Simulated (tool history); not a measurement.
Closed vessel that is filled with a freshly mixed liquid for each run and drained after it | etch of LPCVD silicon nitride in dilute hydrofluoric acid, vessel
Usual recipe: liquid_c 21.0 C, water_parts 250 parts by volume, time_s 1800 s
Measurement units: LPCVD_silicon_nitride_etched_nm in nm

run,hour,liquid_c,water_parts,time_s,"read-back film thickness of the LPCVD silicon nitride reference wafer, read on the same gauge (nm)",LPCVD_silicon_nitride_etched_nm
1,0.0,21.0,250,1800,139.965,2.566
2,49.7,21.0,250,1800,139.992,2.607
3,129.9,20.0,250,1800,140.031,2.382
4,195.0,21.0,285,1800,139.994,2.229
5,257.9,22.0,250,1355,139.986,1.994
6,351.6,22.0,250,1355,140.005,2.000
7,409.8,21.0,315,1800,140.034,1.948
8,479.9,24.0,250,1800,139.996,2.903
9,530.2,24.0,250,1800,140.016,2.913
10,569.9,21.0,250,1800,140.004,2.408
# hour 630.1: gauge calibrated
11,635.2,21.0,250,1800,140.002,2.355
# hour 701.9: thermometer replaced
12,730.8,19.0,250,2865,140.052,3.540
13,791.1,18.0,135,1410,140.024,2.938
# hour 860.4: hydrofluoric acid flow meter replaced
14,880.9,19.5,340,1295,139.974,1.396
15,974.4,21.0,300,1800,139.998,2.390
16,1046.9,21.0,135,1800,139.987,4.999
17,1124.7,23.0,250,1800,139.942,3.114

Run 18, settings as shown, results not yet in. Your forecast:
18,1193.7,21.0,250,1800,?,?

For run 18 the tool returned read-back film thickness of the LPCVD silicon nitride reference wafer, read on the same gauge (nm) 139.958, LPCVD_silicon_nitride_etched_nm 2.723 nm.
With the hidden condition absent and the run-to-run variation left alone, this run would have shown LPCVD_silicon_nitride_etched_nm 2.941 nm.
